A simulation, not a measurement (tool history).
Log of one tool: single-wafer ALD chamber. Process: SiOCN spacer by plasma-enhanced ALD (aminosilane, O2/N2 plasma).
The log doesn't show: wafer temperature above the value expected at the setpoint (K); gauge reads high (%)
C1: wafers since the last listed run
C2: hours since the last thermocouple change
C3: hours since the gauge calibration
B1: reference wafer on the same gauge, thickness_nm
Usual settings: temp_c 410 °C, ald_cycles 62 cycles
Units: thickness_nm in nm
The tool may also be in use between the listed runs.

Run 1, hour 0.0: usual settings but temp_c 403 °C; C1 0; C2 2502.8; C3 326.0; B1 3.042. Result: thickness_nm 3.660 nm.
Run 2, hour 33.3: usual settings but temp_c 403 °C; C1 206; C2 2536.1; C3 359.3; B1 3.040. Result: thickness_nm 3.654 nm.
Run 3, hour 45.6: usual settings but temp_c 403 °C; C1 76; C2 2548.4; C3 371.6; B1 3.044. Result: thickness_nm 3.671 nm.
Run 4, hour 58.1: usual settings; C1 77; C2 2560.9; C3 384.1; B1 3.041. Result: thickness_nm 3.597 nm.
Run 5, hour 75.0: usual settings; C1 104; C2 2577.8; C3 401.0; B1 3.039. Result: thickness_nm 3.594 nm.
Run 6, hour 109.0: usual settings; C1 210; C2 2611.8; C3 435.0; B1 3.038. Result: thickness_nm 3.593 nm.
Run 7, hour 192.6: usual settings; C1 518; C2 2695.4; C3 518.6; B1 3.041. Result: thickness_nm 3.603 nm.
Run 8, hour 225.3: usual settings; C1 202; C2 2728.1; C3 551.3; B1 3.041. Result: thickness_nm 3.597 nm.
Run 9, hour 259.5: usual settings; C1 212; C2 2762.3; C3 585.5; B1 3.039. Result: thickness_nm 3.591 nm.
Run 10, hour 280.7: usual settings; C1 131; C2 2783.5; C3 606.7; B1 3.041. Result: thickness_nm 3.595 nm.
Run 11, hour 309.9: usual settings; C1 181; C2 2812.7; C3 635.9; B1 3.040. Result: thickness_nm 3.599 nm.
Run 12, hour 323.3: usual settings; C1 83; C2 2826.1; C3 649.3; B1 3.042. Result: thickness_nm 3.594 nm.
Run 13, hour 358.6: usual settings but temp_c 400 °C, ald_cycles 57 cycles; C1 218; C2 2861.4; C3 684.6; B1 3.040. Result: thickness_nm 3.390 nm.
At hour 383.2: gauge calibrated.
Run 14, hour 388.1: usual settings but temp_c 402 °C; C1 182; C2 2890.9; C3 4.9; B1 3.039. Result: thickness_nm 3.672 nm.
Run 15, hour 403.1: usual settings but ald_cycles 58 cycles; C1 93; C2 2905.9; C3 19.9; B1 3.039. Result: thickness_nm 3.358 nm.
Run 16, hour 432.8: usual settings but temp_c 421 °C; C1 184; C2 2935.6; C3 49.6; B1 3.040. Result: thickness_nm 3.474 nm.
Run 17, hour 454.5: usual settings but temp_c 403 °C, ald_cycles 69 cycles; C1 134; C2 2957.3; C3 71.3; B1 3.043. Result: thickness_nm 4.091 nm.
Run 18, hour 481.7: usual settings; C1 168; C2 2984.5; C3 98.5; B1 3.038. Result: thickness_nm 3.579 nm.
Run 19, hour 499.8: usual settings but temp_c 414 °C, ald_cycles 73 cycles; C1 112; C2 3002.6; C3 116.6; B1 3.040. Result: thickness_nm 4.203 nm.
Run 20, hour 527.8: usual settings but temp_c 398 °C, ald_cycles 69 cycles; C1 173; C2 3030.6; C3 144.6; B1 3.039. Result: thickness_nm 4.112 nm.
At hour 549.8: thermocouple changed; heater temperature recalibrated.
Run 21, hour 551.8: usual settings but temp_c 418 °C, ald_cycles 67 cycles; C1 99; C2 2.0; C3 168.6; B1 3.040. Result: thickness_nm 3.792 nm.
Run 22, hour 570.4: usual settings but temp_c 414 °C, ald_cycles 52 cycles; C1 115; C2 20.6; C3 187.2; B1 3.041. Result: thickness_nm 2.988 nm.
Run 23, hour 586.4: usual settings; C1 99; C2 36.6; C3 203.2; B1 3.042. Result: thickness_nm 3.596 nm.
Run 24, hour 613.5: usual settings but temp_c 404 °C, ald_cycles 74 cycles; C1 168; C2 63.7; C3 230.3; B1 3.040. Result: thickness_nm 4.343 nm.
Run 25, hour 640.9: usual settings; C1 169; C2 91.1; C3 257.7; B1 3.040. Result: thickness_nm 3.588 nm.
Run 26, hour 697.6: usual settings but temp_c 425 °C, ald_cycles 68 cycles; C1 351; C2 147.8; C3 314.4; B1 3.038. Result: thickness_nm 3.782 nm.

3 ways to go on from here, each from the tool as it stands after run 26. What would each give?
Run A, hour 698.1: usual settings; C1 3; C2 148.3; C3 314.9; B1 ?. Result: thickness_nm ?.
Run B, hour 698.1: usual settings but temp_c 401 °C; C1 3; C2 148.3; C3 314.9; B1 ?. Result: thickness_nm ?.
Run C, hour 698.1: usual settings but temp_c 404 °C, ald_cycles 68 cycles; C1 3; C2 148.3; C3 314.9; B1 ?. Result: thickness_nm ?.

run     B1  thickness_nm
  A  3.039         3.599
  B  3.039         3.687
  C  3.039         4.012
Without the tool's hidden state the same runs would have given:
run  thickness_nm
  A         3.599
  B         3.687
  C         4.012
